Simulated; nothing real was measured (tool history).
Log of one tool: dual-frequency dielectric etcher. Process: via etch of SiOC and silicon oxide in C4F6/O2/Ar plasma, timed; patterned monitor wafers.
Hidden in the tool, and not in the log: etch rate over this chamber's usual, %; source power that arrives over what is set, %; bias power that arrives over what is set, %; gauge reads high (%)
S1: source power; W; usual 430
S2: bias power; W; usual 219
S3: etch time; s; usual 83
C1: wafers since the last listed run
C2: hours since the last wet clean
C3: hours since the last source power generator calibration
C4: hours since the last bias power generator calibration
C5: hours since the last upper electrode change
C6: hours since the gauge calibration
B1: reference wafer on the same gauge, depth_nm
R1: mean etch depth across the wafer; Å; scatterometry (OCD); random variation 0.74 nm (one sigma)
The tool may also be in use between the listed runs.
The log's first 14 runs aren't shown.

run 15 hour=373.9 | S1=510 S2=219 S3=105 | C1=217 C2=89.6 C3=271.4 C4=126.2 C5=4402.6 C6=239.7 | B1=119.9 | R1=1530
run 16 hour=392.5 | S1=470 S2=219 S3=102.5 | C1=181 C2=108.2 C3=290 C4=144.8 C5=4421.2 C6=258.3 | B1=120.1 | R1=1414
-- hour=431.8 upper electrode replaced
run 17 hour=457.5 | S1=430 S2=195 S3=83 | C1=399 C2=173.2 C3=355 C4=209.8 C5=25.7 C6=323.3 | B1=119.6 | R1=1055
run 18 hour=475.8 | S1=520 S2=219 S3=83 | C1=178 C2=191.5 C3=373.3 C4=228.1 C5=44 C6=341.6 | B1=120.1 | R1=1206
run 19 hour=499.7 | S1=430 S2=219 S3=83 | C1=232 C2=215.4 C3=397.2 C4=252 C5=67.9 C6=365.5 | B1=119.8 | R1=1093
run 20 hour=528.5 | S1=430 S2=219 S3=83 | C1=280 C2=244.2 C3=426 C4=280.8 C5=96.7 C6=394.3 | B1=119.7 | R1=1106
run 21 hour=548.9 | S1=360 S2=219 S3=83 | C1=198 C2=264.6 C3=446.4 C4=301.2 C5=117.1 C6=414.7 | B1=119.9 | R1=999
run 22 hour=562.6 | S1=430 S2=219 S3=83 | C1=133 C2=278.3 C3=460.1 C4=314.9 C5=130.8 C6=428.4 | B1=119.9 | R1=1109
run 23 hour=588.6 | S1=430 S2=180 S3=107.5 | C1=253 C2=304.3 C3=486.1 C4=340.9 C5=156.8 C6=454.4 | B1=119.8 | R1=1351
run 24 hour=620.2 | S1=400 S2=186 S3=83 | C1=307 C2=335.9 C3=517.7 C4=372.5 C5=188.4 C6=486 | B1=120.3 | R1=1011
run 25 hour=647 | S1=380 S2=267 S3=100.5 | C1=261 C2=362.7 C3=544.5 C4=399.3 C5=215.2 C6=512.8 | B1=120 | R1=1375
run 26 hour=666.4 | S1=430 S2=219 S3=83 | C1=188 C2=382.1 C3=563.9 C4=418.7 C5=234.6 C6=532.2 | B1=120.2 | R1=1117
run 27 hour=696.4 | S1=390 S2=268 S3=64 | C1=292 C2=412.1 C3=593.9 C4=448.7 C5=264.6 C6=562.2 | B1=120.2 | R1=871
run 28 hour=717 | S1=360 S2=176 S3=83 | C1=200 C2=432.7 C3=614.5 C4=469.3 C5=285.2 C6=582.8 | B1=120 | R1=946
run 29 hour=743.5 | S1=520 S2=245 S3=83 | C1=258 C2=459.2 C3=641 C4=495.8 C5=311.7 C6=609.3 | B1=120.1 | R1=1297
run 30 hour=772.8 | S1=400 S2=219 S3=106 | C1=285 C2=488.5 C3=670.3 C4=525.1 C5=341 C6=638.6 | B1=119.7 | R1=1382

Forecast each of these 4 alternatives for the next run:
run A hour=773.2 | S1=500 S2=219 S3=83 | C1=3 C2=488.9 C3=670.7 C4=525.5 C5=341.4 C6=639 | B1=? | R1=?
run B hour=773.2 | S1=430 S2=262 S3=94.5 | C1=3 C2=488.9 C3=670.7 C4=525.5 C5=341.4 C6=639 | B1=? | R1=?
run C hour=773.2 | S1=430 S2=244 S3=83 | C1=3 C2=488.9 C3=670.7 C4=525.5 C5=341.4 C6=639 | B1=? | R1=?
run D hour=773.2 | S1=350 S2=272 S3=58 | C1=3 C2=488.9 C3=670.7 C4=525.5 C5=341.4 C6=639 | B1=? | R1=?

run=A B1=120.2 R1=1235
run=B B1=120.2 R1=1388
run=C B1=120.2 R1=1188
run=D B1=120.2 R1=772
Without the tool's hidden state the same runs would have given:
run=A R1=1189
run=B R1=1338
run=C R1=1144
run=D R1=744

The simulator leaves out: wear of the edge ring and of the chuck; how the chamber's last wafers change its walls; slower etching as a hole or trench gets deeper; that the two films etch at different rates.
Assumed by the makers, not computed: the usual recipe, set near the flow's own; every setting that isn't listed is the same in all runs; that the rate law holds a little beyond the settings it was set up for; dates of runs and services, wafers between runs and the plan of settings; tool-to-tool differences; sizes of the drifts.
